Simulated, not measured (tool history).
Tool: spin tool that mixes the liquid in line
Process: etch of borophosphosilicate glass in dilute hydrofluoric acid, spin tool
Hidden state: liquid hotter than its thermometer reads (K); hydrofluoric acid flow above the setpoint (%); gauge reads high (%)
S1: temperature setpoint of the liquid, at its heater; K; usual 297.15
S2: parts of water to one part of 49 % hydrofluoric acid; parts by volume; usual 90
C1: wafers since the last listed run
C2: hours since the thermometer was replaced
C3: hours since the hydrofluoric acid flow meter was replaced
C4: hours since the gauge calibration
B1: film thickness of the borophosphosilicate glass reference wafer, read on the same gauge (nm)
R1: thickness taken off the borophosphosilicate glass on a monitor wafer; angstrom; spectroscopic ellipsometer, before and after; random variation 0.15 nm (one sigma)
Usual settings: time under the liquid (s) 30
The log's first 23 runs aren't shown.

Run 24, day 44.179: usual settings; C1 485; C2 632.6; C3 436.8; C4 234.6; B1 69.99. Result: R1 156.0 angstrom.
Run 25, day 46.300: usual settings; C1 972; C2 683.5; C3 487.7; C4 285.5; B1 70.01. Result: R1 154.9 angstrom.
Run 26, day 47.317: usual settings but S1 295.15 K, S2 45 parts by volume, time under the liquid (s) 20; C1 466; C2 707.9; C3 512.1; C4 309.9; B1 70.01. Result: R1 200.3 angstrom.
Run 27, day 49.321: usual settings but S1 299.65 K, S2 70 parts by volume, time under the liquid (s) 15; C1 919; C2 756.0; C3 560.2; C4 358.0; B1 70.00. Result: R1 113.4 angstrom.
Run 28, day 51.104: usual settings; C1 817; C2 798.8; C3 603.0; C4 400.8; B1 70.01. Result: R1 155.2 angstrom.
Run 29, day 52.475: usual settings but S2 50 parts by volume, time under the liquid (s) 50; C1 628; C2 831.7; C3 635.9; C4 433.7; B1 70.03. Result: R1 490.1 angstrom.
Run 30, day 53.867: usual settings but S1 299.65 K, S2 55 parts by volume, time under the liquid (s) 15; C1 638; C2 865.1; C3 669.3; C4 467.1; B1 69.99. Result: R1 148.3 angstrom.
Run 31, day 55.171: usual settings but S1 299.15 K, S2 120 parts by volume; C1 598; C2 896.4; C3 700.6; C4 498.4; B1 70.01. Result: R1 123.6 angstrom.
Run 32, day 56.525: usual settings but S1 301.15 K, time under the liquid (s) 45; C1 620; C2 928.9; C3 733.1; C4 530.9; B1 70.00. Result: R1 274.6 angstrom.

4 ways to go on from here, each from the tool as it stands after run 32. What would each give?
Run A, day 56.542: usual settings but time under the liquid (s) 20; C1 7; C2 929.3; C3 733.5; C4 531.3; B1 ?. Result: R1 ?.
Run B, day 56.542: usual settings but S2 50 parts by volume, time under the liquid (s) 20; C1 7; C2 929.3; C3 733.5; C4 531.3; B1 ?. Result: R1 ?.
Run C, day 56.542: usual settings but S1 299.15 K; C1 7; C2 929.3; C3 733.5; C4 531.3; B1 ?. Result: R1 ?.
Run D, day 56.542: usual settings but S2 125 parts by volume; C1 7; C2 929.3; C3 733.5; C4 531.3; B1 ?. Result: R1 ?.

run     B1     R1
  A  70.00  106.1
  B  70.00  201.2
  C  70.00  172.1
  D  70.00  109.7
Without the tool's hidden state the same runs would have given:
run     R1
  A  102.1
  B  193.5
  C  165.7
  D  105.7
